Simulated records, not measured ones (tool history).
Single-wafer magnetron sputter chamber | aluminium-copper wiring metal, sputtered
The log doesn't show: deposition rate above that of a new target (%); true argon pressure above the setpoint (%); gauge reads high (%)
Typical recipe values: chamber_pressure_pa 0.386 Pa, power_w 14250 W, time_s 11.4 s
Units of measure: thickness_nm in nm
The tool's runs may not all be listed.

run	day	chamber_pressure_pa	power_w	time_s	wafers since the last listed run	wafers on the sputter target	hours since the last manometer calibration	hours since the magnet pack was replaced	hours since the gauge calibration	read-back reference wafer on the same gauge, thickness_nm	thickness_nm
1	0.000	0.386	14250	11.4	0	7911	804.6	4172.3	641.2	269.655	280.640
2	1.888	0.386	14250	11.4	1547	9459	849.9	4217.6	686.5	269.639	282.178
3	4.271	0.386	14250	11.4	1953	11412	907.1	4274.8	743.7	269.940	282.725
4	5.379	0.386	14250	11.4	908	12321	933.7	4301.4	770.3	269.685	279.718
# day 5.854: sputter target and shields replaced
5	7.796	0.386	14250	11.4	1707	1591	991.7	4359.4	828.3	270.173	282.537
6	9.150	0.386	14250	11.4	1110	2701	1024.2	4391.9	860.8	270.800	282.670
7	10.479	0.386	14250	11.4	1089	3790	1056.1	4423.8	892.7	270.724	281.043
8	11.800	0.386	14250	11.4	1082	4873	1087.8	4455.5	924.4	270.524	281.697
9	14.304	0.386	14250	11.4	2052	6926	1147.9	4515.6	984.5	271.236	283.123
10	17.225	0.386	14250	11.4	2394	9320	1218.0	4585.7	1054.6	271.184	285.153
11	18.354	0.386	14250	11.4	925	10246	1245.1	4612.8	1081.7	271.317	283.383
12	19.662	0.386	14250	11.4	1072	11318	1276.5	4644.2	1113.1	271.474	283.245
# day 21.862: sputter target and shields replaced
13	22.571	0.386	14250	11.4	2110	580	1346.3	4714.0	1182.9	271.537	283.642
14	25.400	0.386	14250	11.4	2319	2899	1414.2	4781.9	1250.8	271.700	283.546
15	27.596	0.284	14250	11.4	1800	4699	1466.9	4834.6	1303.5	271.757	304.202
16	28.600	0.497	17650	10.8	823	5522	1491.0	4858.7	1327.6	272.132	300.656
# day 29.812: magnet pack replaced
17	30.879	0.386	14250	11.4	1595	7117	1545.7	25.6	1382.3	272.741	283.870
18	32.750	0.258	14250	9.9	1533	8651	1590.6	70.5	1427.2	272.858	270.598
# day 33.958: capacitance manometer re-zeroed and calibrated
# day 35.142: sputter target and shields replaced
19	35.308	0.517	17600	12.3	1550	135	32.4	131.9	1488.6	272.574	341.063
20	37.675	0.386	10700	12.7	1940	2075	89.2	188.7	1545.4	272.460	246.881
21	39.579	0.271	12150	10.1	1560	3636	134.9	234.4	1591.1	273.339	238.836
22	41.358	0.386	14250	11.4	1458	5095	177.6	277.1	1633.8	273.253	286.231
23	42.775	0.386	14250	11.4	1161	6256	211.6	311.1	1667.8	273.861	286.967
24	44.238	0.386	14250	12.9	1198	7455	246.7	346.2	1702.9	273.434	324.091
# day 45.233: gauge calibrated
25	46.458	0.269	17600	11.4	1820	9275	300.0	399.5	29.4	265.350	363.072
26	49.238	0.537	17100	9.5	2278	11554	366.7	466.2	96.1	266.231	247.055
# day 49.875: sputter target and shields replaced
27	51.800	0.386	14250	11.4	1827	1577	428.2	527.7	157.6	266.228	277.512
28	52.829	0.468	14250	13.6	843	2421	452.9	552.4	182.3	266.315	313.816
29	55.508	0.386	11350	10.2	2196	4617	517.2	616.7	246.6	266.383	204.109
30	57.354	0.386	14250	11.4	1513	6130	561.5	661.0	290.9	266.783	276.539
31	58.517	0.386	11350	13.5	952	7083	589.4	688.9	318.8	266.800	271.514
32	60.633	0.386	12250	9.4	1735	8818	640.2	739.7	369.6	267.488	200.747
33	63.200	0.497	11800	11.4	2103	10922	701.8	801.3	431.2	267.690	219.148
# day 65.425: sputter target and shields replaced
34	65.688	0.537	15950	11.4	1765	214	761.5	861.0	490.9	267.254	278.809

Take each entry between the runs: how does the hidden state at the last listed run before it differ from the hidden state at the first listed run after it?
In the gap between runs 4 and 5: sputter target and shields replaced (day 5.854)
  gauge reads high (%): 1.19 -> 1.27
  measured value less the no-hidden-state value, thickness_nm: +3.296 -> +3.553 nm
In the gap between runs 12 and 13: sputter target and shields replaced (day 21.862)
  gauge reads high (%): 1.67 -> 1.77
  measured value less the no-hidden-state value, thickness_nm: +4.656 -> +4.930 nm
In the gap between runs 16 and 17: magnet pack replaced (day 29.812)
  gauge reads high (%): 1.97 -> 2.05
  measured value less the no-hidden-state value, thickness_nm: +5.811 -> +5.694 nm
In the gap between runs 18 and 19: capacitance manometer re-zeroed and calibrated (day 33.958); sputter target and shields replaced (day 35.142)
  gauge reads high (%): 2.11 -> 2.2
  measured value less the no-hidden-state value, thickness_nm: +5.591 -> +7.328 nm
In the gap between runs 24 and 25: gauge calibrated (day 45.233)
  gauge reads high (%): 2.49 -> -0.42
  measured value less the no-hidden-state value, thickness_nm: +7.889 -> -1.531 nm
In the gap between runs 26 and 27: sputter target and shields replaced (day 49.875)
  gauge reads high (%): -0.327 -> -0.241
  measured value less the no-hidden-state value, thickness_nm: -0.810 -> -0.670 nm
In the gap between runs 33 and 34: sputter target and shields replaced (day 65.425)
  gauge reads high (%): 0.141 -> 0.225
  measured value less the no-hidden-state value, thickness_nm: +0.309 -> +0.625 nm

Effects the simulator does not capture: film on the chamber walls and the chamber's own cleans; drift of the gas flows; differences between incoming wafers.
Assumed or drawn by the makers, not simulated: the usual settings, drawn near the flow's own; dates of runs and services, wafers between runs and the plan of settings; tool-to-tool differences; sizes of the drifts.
